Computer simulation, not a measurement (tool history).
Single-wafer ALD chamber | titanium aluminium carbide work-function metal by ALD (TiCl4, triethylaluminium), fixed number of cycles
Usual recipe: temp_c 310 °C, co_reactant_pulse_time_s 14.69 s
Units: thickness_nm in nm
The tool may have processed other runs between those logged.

run	day	temp_c	co_reactant_pulse_time_s	read-back reference wafer on the same gauge, thickness_nm	thickness_nm
1	0.000	300	18.26	1.850	2.137
2	2.633	300	18.26	1.849	2.129
3	3.650	310	14.69	1.850	2.174
4	5.296	310	14.69	1.850	2.176
5	8.296	310	14.69	1.850	2.177
6	10.950	310	14.69	1.849	2.162
7	13.612	310	14.69	1.849	2.164
8	15.679	305	11.32	1.852	2.036
# day 17.754: thermocouple changed; heater temperature recalibrated
9	18.408	310	14.69	1.849	2.161
10	19.525	310	14.69	1.851	2.149
11	21.138	310	14.69	1.849	2.143
12	23.129	310	14.69	1.849	2.150
13	24.192	322	9.87	1.850	2.074
14	26.212	310	19.44	1.851	2.200
# day 27.904: showerhead replaced, of another model than before
15	28.175	310	14.69	1.850	2.202
# day 29.554: triethylaluminium bottle replaced
16	30.675	320	13.15	1.851	2.303
17	32.317	321	11.37	1.851	2.308
18	34.846	310	18.48	1.850	2.235
# day 36.279: gauge calibrated
19	37.538	319	13.01	1.851	2.299
20	46.212	322	17.85	1.849	2.332
21	51.071	302	8.84	1.849	2.116
22	52.304	310	17.06	1.850	2.225

Here are 5 independent what-if runs from the current tool condition. What would each one return?
A	52.321	310	18.51	?	?
B	52.321	306	17.48	?	?
C	52.321	300	11.07	?	?
D	52.321	300	18.75	?	?
E	52.321	303	12.53	?	?

run	read-back reference wafer on the same gauge, thickness_nm	thickness_nm
A	1.848	2.236
B	1.848	2.201
C	1.848	2.125
D	1.848	2.154
E	1.848	2.159
The same runs, with their run-to-run variation unchanged, on a tool lacking any hidden condition would have given:
run	thickness_nm
A	2.240
B	2.205
C	2.136
D	2.158
E	2.167

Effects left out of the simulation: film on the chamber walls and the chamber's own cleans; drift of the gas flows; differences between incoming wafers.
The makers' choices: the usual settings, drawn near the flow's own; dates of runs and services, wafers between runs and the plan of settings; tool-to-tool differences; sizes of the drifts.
